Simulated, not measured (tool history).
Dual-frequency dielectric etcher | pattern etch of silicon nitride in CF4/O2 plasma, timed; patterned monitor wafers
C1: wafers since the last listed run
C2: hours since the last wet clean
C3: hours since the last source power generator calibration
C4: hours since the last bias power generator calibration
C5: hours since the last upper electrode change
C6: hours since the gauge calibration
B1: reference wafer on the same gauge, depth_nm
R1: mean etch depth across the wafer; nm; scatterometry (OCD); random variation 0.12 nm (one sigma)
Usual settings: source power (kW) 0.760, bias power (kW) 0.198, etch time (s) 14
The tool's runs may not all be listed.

run 1 hour=0.0 | source_power_(kW)=0.760 bias_power_(kW)=0.198 etch_time_(s)=14 | C1=0 C2=358.1 C3=2788.0 C4=1366.4 C5=5545.3 C6=863.4 | B1=46.41 | R1=42.29
run 2 hour=60.9 | source_power_(kW)=0.760 bias_power_(kW)=0.198 etch_time_(s)=14 | C1=738 C2=419.0 C3=2848.9 C4=1427.3 C5=5606.2 C6=924.3 | B1=46.40 | R1=42.15
run 3 hour=90.7 | source_power_(kW)=0.760 bias_power_(kW)=0.198 etch_time_(s)=14 | C1=361 C2=448.8 C3=2878.7 C4=1457.1 C5=5636.0 C6=954.1 | B1=46.40 | R1=42.37
run 4 hour=130.3 | source_power_(kW)=0.690 bias_power_(kW)=0.198 etch_time_(s)=14 | C1=479 C2=488.4 C3=2918.3 C4=1496.7 C5=5675.6 C6=993.7 | B1=46.39 | R1=38.35
run 5 hour=197.9 | source_power_(kW)=0.690 bias_power_(kW)=0.198 etch_time_(s)=14 | C1=819 C2=556.0 C3=2985.9 C4=1564.3 C5=5743.2 C6=1061.3 | B1=46.41 | R1=38.29
run 6 hour=261.6 | source_power_(kW)=0.760 bias_power_(kW)=0.198 etch_time_(s)=14 | C1=771 C2=619.7 C3=3049.6 C4=1628.0 C5=5806.9 C6=1125.0 | B1=46.41 | R1=41.95
-- hour=298.9 wet clean of the chamber
run 7 hour=329.2 | source_power_(kW)=0.760 bias_power_(kW)=0.198 etch_time_(s)=15 | C1=528 C2=30.3 C3=3117.2 C4=1695.6 C5=5874.5 C6=1192.6 | B1=46.40 | R1=44.89
run 8 hour=368.9 | source_power_(kW)=0.760 bias_power_(kW)=0.198 etch_time_(s)=15 | C1=481 C2=70.0 C3=3156.9 C4=1735.3 C5=5914.2 C6=1232.3 | B1=46.37 | R1=44.81
run 9 hour=424.8 | source_power_(kW)=0.760 bias_power_(kW)=0.198 etch_time_(s)=15 | C1=677 C2=125.9 C3=3212.8 C4=1791.2 C5=5970.1 C6=1288.2 | B1=46.37 | R1=44.57
run 10 hour=454.0 | source_power_(kW)=0.760 bias_power_(kW)=0.183 etch_time_(s)=14 | C1=353 C2=155.1 C3=3242.0 C4=1820.4 C5=5999.3 C6=1317.4 | B1=46.40 | R1=40.30
-- hour=462.0 source power generator calibrated
run 11 hour=501.3 | source_power_(kW)=0.760 bias_power_(kW)=0.198 etch_time_(s)=14 | C1=524 C2=202.4 C3=39.3 C4=1867.7 C5=6046.6 C6=1364.7 | B1=46.39 | R1=43.85
run 12 hour=538.2 | source_power_(kW)=0.760 bias_power_(kW)=0.198 etch_time_(s)=14 | C1=447 C2=239.3 C3=76.2 C4=1904.6 C5=6083.5 C6=1401.6 | B1=46.40 | R1=44.01
run 13 hour=580.0 | source_power_(kW)=0.940 bias_power_(kW)=0.198 etch_time_(s)=14 | C1=506 C2=281.1 C3=118.0 C4=1946.4 C5=6125.3 C6=1443.4 | B1=46.43 | R1=53.52
run 14 hour=624.6 | source_power_(kW)=0.760 bias_power_(kW)=0.175 etch_time_(s)=14 | C1=540 C2=325.7 C3=162.6 C4=1991.0 C5=6169.9 C6=1488.0 | B1=46.44 | R1=41.69
run 15 hour=662.9 | source_power_(kW)=0.760 bias_power_(kW)=0.198 etch_time_(s)=14 | C1=464 C2=364.0 C3=200.9 C4=2029.3 C5=6208.2 C6=1526.3 | B1=46.39 | R1=43.76
run 16 hour=709.6 | source_power_(kW)=0.760 bias_power_(kW)=0.198 etch_time_(s)=11 | C1=565 C2=410.7 C3=247.6 C4=2076.0 C5=6254.9 C6=1573.0 | B1=46.40 | R1=34.35

Run 17 comes next. What will it give?
-- hour=737.0 upper electrode replaced
run 17 hour=737.5 | source_power_(kW)=0.760 bias_power_(kW)=0.198 etch_time_(s)=14 | C1=47 C2=438.6 C3=275.5 C4=2103.9 C5=0.5 C6=1600.9 | B1=? | R1=?

{"run 17": {"B1": 46.43, "R1": 43.77}}
Without the tool's hidden state the same run would have given R1 44.22 nm.
